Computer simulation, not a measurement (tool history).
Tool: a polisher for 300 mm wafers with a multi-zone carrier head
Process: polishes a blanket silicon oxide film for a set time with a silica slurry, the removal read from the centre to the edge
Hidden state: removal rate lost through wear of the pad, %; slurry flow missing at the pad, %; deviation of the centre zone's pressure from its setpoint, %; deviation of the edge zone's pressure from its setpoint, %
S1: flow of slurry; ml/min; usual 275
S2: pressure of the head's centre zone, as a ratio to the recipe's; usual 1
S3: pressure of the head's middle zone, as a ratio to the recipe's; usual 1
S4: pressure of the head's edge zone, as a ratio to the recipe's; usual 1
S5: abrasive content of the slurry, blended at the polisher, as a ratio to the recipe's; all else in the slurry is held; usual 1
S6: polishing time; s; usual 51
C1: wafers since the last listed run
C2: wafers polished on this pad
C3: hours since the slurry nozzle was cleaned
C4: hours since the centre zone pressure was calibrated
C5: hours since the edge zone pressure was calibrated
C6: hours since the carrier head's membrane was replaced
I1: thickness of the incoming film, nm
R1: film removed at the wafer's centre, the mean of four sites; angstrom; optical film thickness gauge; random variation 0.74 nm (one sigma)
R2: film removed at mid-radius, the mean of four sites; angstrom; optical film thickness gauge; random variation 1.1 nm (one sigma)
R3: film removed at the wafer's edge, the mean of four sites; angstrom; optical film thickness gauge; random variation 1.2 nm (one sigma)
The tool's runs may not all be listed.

run,hour,S1,S2,S3,S4,S5,S6,C1,C2,C3,C4,C5,C6,I1,R1,R2,R3
1,0,275,1,1,1,1,51,0,793,76.1,2.3,530,65.8,1535.4,1048,1074,1084
2,35.8,275,1,1,1,1,51,293,1087,111.9,38.1,565.8,101.6,1535.2,1039,1081,1056
3,68.4,275,1,1.09,1,1,45,267,1355,144.5,70.7,598.4,134.2,1555.1,910,999,908
# hour 83.9: worn pad replaced by a new one
4,96.8,365,0.93,1.03,1,1,51,200,105,172.9,99.1,626.8,162.6,1552.4,1027,1147,1111
5,120,275,1,1,1,1.2,51,190,296,196.1,122.3,650,185.8,1551.3,1206,1226,1235
6,142.9,275,1,1,1,1,51,188,484,219,145.2,672.9,208.7,1572.2,1082,1104,1102
7,156.4,275,1,1.09,1.05,1,51,110,595,232.5,158.7,686.4,222.2,1571.9,1067,1196,1108
8,182.8,330,0.95,1,0.94,1,51,216,811,258.9,185.1,712.8,248.6,1563.1,1020,1115,1069
9,205,275,1,1,1,1,51,182,994,281.1,207.3,735,270.8,1540.5,1057,1099,1050
# hour 227.8: edge zone pressure recalibrated
10,233.3,275,0.93,1,1,1,34,215,1210,309.4,235.6,5.5,299.1,1588.7,649,716,712
11,262.2,275,1,1,1,1,51,237,1447,338.3,264.5,34.4,328,1562.4,1033,1032,1069
# hour 281.1: worn pad replaced by a new one
12,284.3,275,1,0.95,1.05,1,43,148,26,360.4,286.6,56.5,350.1,1553.4,910,902,929
# hour 294: centre zone pressure recalibrated
13,310.5,275,1,1,1,0.8,51,198,224,386.6,16.5,82.7,376.3,1567.2,897,909,906
14,345,200,0.9,1,1.1,0.85,51,283,508,421.1,51,117.2,410.8,1556.1,827,917,988
15,359.5,200,0.9,1,1.1,0.85,51,119,627,435.6,65.5,131.7,425.3,1558.5,830,928,980
16,389.1,230,1,1,1,1,51,243,870,465.2,95.1,161.3,454.9,1569.1,1039,1055,1073
17,416.8,275,1,1,1,1,51,227,1097,492.9,122.8,189,482.6,1555.4,1060,1071,1072
18,453.8,305,1,1,1,1,58,303,1401,529.9,159.8,226,519.6,1553.4,1191,1216,1204
# hour 466.3: worn pad replaced by a new one
19,466.8,275,1,1.1,1,1,64,73,4,542.9,172.8,239,532.6,1534.9,1354,1493,1381
20,501.6,275,1,0.95,1,1,51,285,289,577.7,207.6,273.8,567.4,1545.3,1067,1067,1099
21,533.6,275,1,1,0.95,1.15,45,262,552,609.7,239.6,305.8,599.4,1562.9,1038,1064,1027
22,564.1,275,1,1,0.9,0.9,51,250,803,640.2,270.1,336.3,629.9,1564.4,981,994,944
23,584.8,275,1,1,1,1,51,169,972,660.9,290.8,357,650.6,1572.1,1059,1096,1073

3 ways to go on from here, each from the tool as it stands after run 23. What would each give?
A,585.2,275,1,1,1,1,45,3,976,661.3,291.2,357.4,651,1558.2,?,?,?
B,585.2,275,1,1,1,0.75,51,3,976,661.3,291.2,357.4,651,1558.2,?,?,?
C,585.2,205,1.09,1,1.07,1.2,51,3,976,661.3,291.2,357.4,651,1558.2,?,?,?

run,R1,R2,R3
A,943,953,948
B,827,836,832
C,1279,1186,1222
Without the tool's hidden state the same runs would have given:
run,R1,R2,R3
A,962,972,967
B,844,853,849
C,1305,1211,1247
